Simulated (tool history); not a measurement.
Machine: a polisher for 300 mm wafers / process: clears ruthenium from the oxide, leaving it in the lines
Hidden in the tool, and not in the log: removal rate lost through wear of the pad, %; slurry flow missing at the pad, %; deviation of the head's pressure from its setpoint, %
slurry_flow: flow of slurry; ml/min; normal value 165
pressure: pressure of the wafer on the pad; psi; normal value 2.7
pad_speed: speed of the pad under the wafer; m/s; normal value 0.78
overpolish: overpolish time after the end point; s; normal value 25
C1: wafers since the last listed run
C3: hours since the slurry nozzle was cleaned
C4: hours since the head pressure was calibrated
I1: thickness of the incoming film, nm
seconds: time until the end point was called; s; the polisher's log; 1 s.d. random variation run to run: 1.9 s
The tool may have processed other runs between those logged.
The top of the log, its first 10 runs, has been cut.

{"day": 30.192, "done": "worn pad replaced by a new one, of another model than before"}
{"run": 11, "day": 31.962, "slurry_flow": 190, "pressure": 2.7, "pad_speed": 0.78, "overpolish": 25, "C1": 473, "wafers polished on this pad": 395, "C3": 320.5, "C4": 622.8, "I1": 109.3, "seconds": 102.0}
{"run": 12, "day": 34.883, "slurry_flow": 190, "pressure": 2.7, "pad_speed": 0.78, "overpolish": 25, "C1": 652, "wafers polished on this pad": 1048, "C3": 390.6, "C4": 692.9, "I1": 108.6, "seconds": 100.6}
{"day": 37.162, "done": "head pressure recalibrated"}
{"run": 13, "day": 39.021, "slurry_flow": 165, "pressure": 2.7, "pad_speed": 0.78, "overpolish": 25, "C1": 905, "wafers polished on this pad": 1954, "C3": 489.9, "C4": 44.6, "I1": 111.5, "seconds": 110.0}
{"run": 14, "day": 42.558, "slurry_flow": 165, "pressure": 2.7, "pad_speed": 0.78, "overpolish": 25, "C1": 790, "wafers polished on this pad": 2744, "C3": 574.8, "C4": 129.5, "I1": 109.7, "seconds": 108.8}
{"day": 43.246, "done": "slurry nozzle cleaned"}
{"run": 15, "day": 44.692, "slurry_flow": 165, "pressure": 3.2, "pad_speed": 0.78, "overpolish": 25, "C1": 467, "wafers polished on this pad": 3211, "C3": 34.7, "C4": 180.7, "I1": 110.8, "seconds": 91.9}
{"run": 16, "day": 47.938, "slurry_flow": 165, "pressure": 2.7, "pad_speed": 1.04, "overpolish": 25, "C1": 725, "wafers polished on this pad": 3936, "C3": 112.6, "C4": 258.6, "I1": 110.8, "seconds": 98.5}
{"run": 17, "day": 51.75, "slurry_flow": 165, "pressure": 2.7, "pad_speed": 0.78, "overpolish": 25, "C1": 851, "wafers polished on this pad": 4788, "C3": 204.1, "C4": 350.1, "I1": 109.9, "seconds": 113.0}
{"run": 18, "day": 53.35, "slurry_flow": 185, "pressure": 1.8, "pad_speed": 0.78, "overpolish": 25, "C1": 357, "wafers polished on this pad": 5145, "C3": 242.5, "C4": 388.5, "I1": 108.5, "seconds": 168.2}
{"day": 54.358, "done": "worn pad replaced by a new one"}
{"run": 19, "day": 57.408, "slurry_flow": 165, "pressure": 2.7, "pad_speed": 0.78, "overpolish": 25, "C1": 869, "wafers polished on this pad": 680, "C3": 339.9, "C4": 485.9, "I1": 109.5, "seconds": 103.9}
{"run": 20, "day": 59.542, "slurry_flow": 165, "pressure": 2.7, "pad_speed": 0.78, "overpolish": 16, "C1": 476, "wafers polished on this pad": 1157, "C3": 391.1, "C4": 537.1, "I1": 111.6, "seconds": 106.4}
{"run": 21, "day": 63.312, "slurry_flow": 165, "pressure": 3.2, "pad_speed": 0.52, "overpolish": 25, "C1": 842, "wafers polished on this pad": 1999, "C3": 481.6, "C4": 627.6, "I1": 111.7, "seconds": 107.8}
{"run": 22, "day": 65.471, "slurry_flow": 165, "pressure": 2.7, "pad_speed": 0.78, "overpolish": 25, "C1": 482, "wafers polished on this pad": 2482, "C3": 533.4, "C4": 679.4, "I1": 109.3, "seconds": 110.7}
{"day": 68.438, "done": "slurry nozzle cleaned"}
{"day": 69.35, "done": "head pressure recalibrated"}
{"run": 23, "day": 69.767, "slurry_flow": 165, "pressure": 2.7, "pad_speed": 0.78, "overpolish": 25, "C1": 931, "wafers polished on this pad": 3413, "C3": 31.9, "C4": 10.0, "I1": 109.5, "seconds": 110.2}
{"run": 24, "day": 73.338, "slurry_flow": 105, "pressure": 2.3, "pad_speed": 0.78, "overpolish": 20, "C1": 797, "wafers polished on this pad": 4211, "C3": 117.6, "C4": 95.7, "I1": 110.4, "seconds": 130.3}
{"day": 76.529, "done": "worn pad replaced by a new one"}
{"run": 25, "day": 77.388, "slurry_flow": 165, "pressure": 2.7, "pad_speed": 0.56, "overpolish": 25, "C1": 867, "wafers polished on this pad": 191, "C3": 214.8, "C4": 192.9, "I1": 111.7, "seconds": 114.5}
{"run": 26, "day": 81.662, "slurry_flow": 165, "pressure": 2.7, "pad_speed": 0.78, "overpolish": 25, "C1": 954, "wafers polished on this pad": 1146, "C3": 317.4, "C4": 295.5, "I1": 109.3, "seconds": 103.3}
{"run": 27, "day": 85.375, "slurry_flow": 185, "pressure": 1.8, "pad_speed": 0.78, "overpolish": 25, "C1": 829, "wafers polished on this pad": 1975, "C3": 406.5, "C4": 384.6, "I1": 110.6, "seconds": 164.9}
{"run": 28, "day": 87.208, "slurry_flow": 125, "pressure": 3.4, "pad_speed": 0.78, "overpolish": 25, "C1": 409, "wafers polished on this pad": 2385, "C3": 450.5, "C4": 428.6, "I1": 108.4, "seconds": 87.6}
{"run": 29, "day": 90.321, "slurry_flow": 165, "pressure": 2.7, "pad_speed": 0.78, "overpolish": 25, "C1": 695, "wafers polished on this pad": 3080, "C3": 525.2, "C4": 503.3, "I1": 110.1, "seconds": 109.7}
{"day": 93.325, "done": "slurry nozzle cleaned"}
{"run": 30, "day": 93.658, "slurry_flow": 165, "pressure": 2.7, "pad_speed": 0.78, "overpolish": 25, "C1": 736, "wafers polished on this pad": 3816, "C3": 8.0, "C4": 583.4, "I1": 107.8, "seconds": 110.2}
{"day": 96.146, "done": "head pressure recalibrated"}
{"run": 31, "day": 96.592, "slurry_flow": 215, "pressure": 2.7, "pad_speed": 0.78, "overpolish": 25, "C1": 636, "wafers polished on this pad": 4453, "C3": 78.4, "C4": 10.7, "I1": 109.4, "seconds": 108.1}
{"run": 32, "day": 99.354, "slurry_flow": 190, "pressure": 2.7, "pad_speed": 0.92, "overpolish": 25, "C1": 617, "wafers polished on this pad": 5070, "C3": 144.7, "C4": 77.0, "I1": 110.6, "seconds": 104.2}
{"day": 101.633, "done": "worn pad replaced by a new one"}
{"run": 33, "day": 102.183, "slurry_flow": 165, "pressure": 2.7, "pad_speed": 0.78, "overpolish": 29, "C1": 594, "wafers polished on this pad": 123, "C3": 212.6, "C4": 144.9, "I1": 109.3, "seconds": 103.8}
{"run": 34, "day": 104.242, "slurry_flow": 105, "pressure": 2.7, "pad_speed": 0.56, "overpolish": 32, "C1": 459, "wafers polished on this pad": 583, "C3": 262.0, "C4": 194.3, "I1": 108.6, "seconds": 122.6}
{"run": 35, "day": 106.179, "slurry_flow": 165, "pressure": 2.7, "pad_speed": 0.78, "overpolish": 25, "C1": 432, "wafers polished on this pad": 1015, "C3": 308.5, "C4": 240.8, "I1": 109.7, "seconds": 108.3}

What if the next run were any one of these 5? Each begins from the tool's condition after run 35:
{"run": "A", "day": 106.2, "slurry_flow": 165, "pressure": 2.7, "pad_speed": 0.78, "overpolish": 33, "C1": 4, "wafers polished on this pad": 1020, "C3": 309.0, "C4": 241.3, "I1": 108.9, "seconds": "?"}
{"run": "B", "day": 106.2, "slurry_flow": 205, "pressure": 2.7, "pad_speed": 0.78, "overpolish": 13, "C1": 4, "wafers polished on this pad": 1020, "C3": 309.0, "C4": 241.3, "I1": 108.9, "seconds": "?"}
{"run": "C", "day": 106.2, "slurry_flow": 165, "pressure": 3.4, "pad_speed": 0.64, "overpolish": 38, "C1": 4, "wafers polished on this pad": 1020, "C3": 309.0, "C4": 241.3, "I1": 108.9, "seconds": "?"}
{"run": "D", "day": 106.2, "slurry_flow": 195, "pressure": 2.7, "pad_speed": 0.78, "overpolish": 25, "C1": 4, "wafers polished on this pad": 1020, "C3": 309.0, "C4": 241.3, "I1": 108.9, "seconds": "?"}
{"run": "E", "day": 106.2, "slurry_flow": 165, "pressure": 3.5, "pad_speed": 0.78, "overpolish": 25, "C1": 4, "wafers polished on this pad": 1020, "C3": 309.0, "C4": 241.3, "I1": 108.9, "seconds": "?"}

run=A seconds=108.3
run=B seconds=106.4
run=C seconds=93.1
run=D seconds=106.8
run=E seconds=83.6
With no hidden state in the tool, these same runs would have given:
run=A seconds=101.5
run=B seconds=99.7
run=C seconds=87.2
run=D seconds=100.1
run=E seconds=78.3
